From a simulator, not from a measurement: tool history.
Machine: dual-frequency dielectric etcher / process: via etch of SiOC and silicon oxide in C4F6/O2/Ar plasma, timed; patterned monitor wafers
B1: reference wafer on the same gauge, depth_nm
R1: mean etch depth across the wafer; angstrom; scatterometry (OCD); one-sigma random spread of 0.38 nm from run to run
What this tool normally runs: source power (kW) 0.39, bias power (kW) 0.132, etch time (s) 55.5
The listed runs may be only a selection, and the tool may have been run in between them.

run 1 hour=0 | source_power_(kW)=0.39 bias_power_(kW)=0.132 etch_time_(s)=66 | B1=60.8 | R1=771
-- hour=54.1 wet clean of the chamber
run 2 hour=54.6 | source_power_(kW)=0.39 bias_power_(kW)=0.132 etch_time_(s)=66 | B1=60.8 | R1=733
run 3 hour=121.5 | source_power_(kW)=0.39 bias_power_(kW)=0.132 etch_time_(s)=66 | B1=60.8 | R1=736
run 4 hour=181.1 | source_power_(kW)=0.39 bias_power_(kW)=0.153 etch_time_(s)=43.5 | B1=60.7 | R1=508
run 5 hour=220.3 | source_power_(kW)=0.39 bias_power_(kW)=0.11 etch_time_(s)=51 | B1=60.8 | R1=555
run 6 hour=327.2 | source_power_(kW)=0.39 bias_power_(kW)=0.132 etch_time_(s)=55.5 | B1=60.8 | R1=640
-- hour=415.3 wet clean of the chamber
run 7 hour=569.1 | source_power_(kW)=0.39 bias_power_(kW)=0.132 etch_time_(s)=55.5 | B1=60.8 | R1=635
run 8 hour=660.2 | source_power_(kW)=0.39 bias_power_(kW)=0.112 etch_time_(s)=55.5 | B1=60.7 | R1=614
-- hour=753.9 upper electrode replaced
run 9 hour=760 | source_power_(kW)=0.39 bias_power_(kW)=0.112 etch_time_(s)=55.5 | B1=60.7 | R1=621
-- hour=804.2 wet clean of the chamber
run 10 hour=849.8 | source_power_(kW)=0.39 bias_power_(kW)=0.112 etch_time_(s)=55.5 | B1=60.8 | R1=601
run 11 hour=924.8 | source_power_(kW)=0.39 bias_power_(kW)=0.132 etch_time_(s)=55.5 | B1=60.8 | R1=635
run 12 hour=965.1 | source_power_(kW)=0.39 bias_power_(kW)=0.132 etch_time_(s)=55.5 | B1=60.8 | R1=626
run 13 hour=1051.2 | source_power_(kW)=0.48 bias_power_(kW)=0.108 etch_time_(s)=43 | B1=60.7 | R1=511
-- hour=1079.2 bias power generator calibrated
run 14 hour=1120.5 | source_power_(kW)=0.3 bias_power_(kW)=0.132 etch_time_(s)=55.5 | B1=60.8 | R1=590
-- hour=1153.8 wet clean of the chamber
run 15 hour=1211.1 | source_power_(kW)=0.49 bias_power_(kW)=0.147 etch_time_(s)=68 | B1=60.7 | R1=855
-- hour=1257.9 source power generator calibrated
-- hour=1281.7 gauge calibrated
run 16 hour=1291.1 | source_power_(kW)=0.39 bias_power_(kW)=0.132 etch_time_(s)=55.5 | B1=60.9 | R1=632
run 17 hour=1395.8 | source_power_(kW)=0.39 bias_power_(kW)=0.16 etch_time_(s)=55.5 | B1=60.7 | R1=678
run 18 hour=1438.9 | source_power_(kW)=0.39 bias_power_(kW)=0.118 etch_time_(s)=47.5 | B1=60.9 | R1=544
-- hour=1503.4 wet clean of the chamber
run 19 hour=1503.9 | source_power_(kW)=0.46 bias_power_(kW)=0.153 etch_time_(s)=55.5 | B1=60.8 | R1=689
run 20 hour=1558.1 | source_power_(kW)=0.45 bias_power_(kW)=0.121 etch_time_(s)=46 | B1=60.8 | R1=540
run 21 hour=1623.5 | source_power_(kW)=0.31 bias_power_(kW)=0.149 etch_time_(s)=70.5 | B1=60.8 | R1=768
run 22 hour=1704 | source_power_(kW)=0.29 bias_power_(kW)=0.103 etch_time_(s)=68.5 | B1=60.7 | R1=667
run 23 hour=1856.4 | source_power_(kW)=0.39 bias_power_(kW)=0.132 etch_time_(s)=55.5 | B1=60.8 | R1=655

Each row is a separate what-if for the run after 23, all from the same tool condition, not one after another. Results?
run A hour=1856.8 | source_power_(kW)=0.39 bias_power_(kW)=0.132 etch_time_(s)=55.5 | B1=? | R1=?
run B hour=1856.8 | source_power_(kW)=0.35 bias_power_(kW)=0.132 etch_time_(s)=50.5 | B1=? | R1=?
run C hour=1856.8 | source_power_(kW)=0.39 bias_power_(kW)=0.132 etch_time_(s)=47 | B1=? | R1=?
run D hour=1856.8 | source_power_(kW)=0.39 bias_power_(kW)=0.148 etch_time_(s)=63.5 | B1=? | R1=?

run=A B1=60.8 R1=656
run=B B1=60.8 R1=574
run=C B1=60.8 R1=555
run=D B1=60.8 R1=772
Take away the tool's hidden state, keep each run's random variation, and the runs would have read:
run=A R1=624
run=B R1=547
run=C R1=529
run=D R1=735
